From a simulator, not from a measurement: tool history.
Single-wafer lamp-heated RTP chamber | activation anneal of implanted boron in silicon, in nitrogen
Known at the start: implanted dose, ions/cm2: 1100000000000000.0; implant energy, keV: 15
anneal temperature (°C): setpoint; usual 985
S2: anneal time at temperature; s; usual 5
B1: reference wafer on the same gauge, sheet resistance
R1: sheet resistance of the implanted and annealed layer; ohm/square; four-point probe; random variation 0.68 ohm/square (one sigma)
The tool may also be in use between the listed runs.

Run 1, hour 0: usual settings but anneal temperature (°C) 1004, S2 4 s; B1 126.93. Result: R1 119.77 ohm/square.
Run 2, hour 33.5: usual settings; B1 126.89. Result: R1 127.08 ohm/square.
Run 3, hour 50.5: usual settings; B1 126.87. Result: R1 127.5 ohm/square.
Run 4, hour 85.5: usual settings; B1 127.13. Result: R1 126 ohm/square.
Run 5, hour 110.2: usual settings; B1 127.02. Result: R1 126.43 ohm/square.
At hour 128.9: gauge calibrated.
At hour 137.3: pyrometer window cleaned and pyrometer calibrated.
Run 6, hour 139.8: usual settings; B1 126.92. Result: R1 133.86 ohm/square.
Run 7, hour 153.1: usual settings but anneal temperature (°C) 961; B1 127.05. Result: R1 162.46 ohm/square.
Run 8, hour 186.8: usual settings but anneal temperature (°C) 998, S2 3 s; B1 127. Result: R1 125.85 ohm/square.
Run 9, hour 208.5: usual settings but anneal temperature (°C) 957, S2 4 s; B1 126.98. Result: R1 170.09 ohm/square.
At hour 221.3: reflector plate cleaned.
Run 10, hour 240.5: usual settings but anneal temperature (°C) 996, S2 7 s; B1 126.93. Result: R1 124.98 ohm/square.
Run 11, hour 272.1: usual settings but anneal temperature (°C) 1002, S2 3 s; B1 127.09. Result: R1 123.9 ohm/square.

The next listed run, before its measurement:
Run 12, hour 299.7: usual settings; B1 ?. Result: R1 ?.

{"run 12": {"B1": 126.79, "R1": 130.94}}
Without the tool's hidden state the same run would have given R1 134.46 ohm/square.
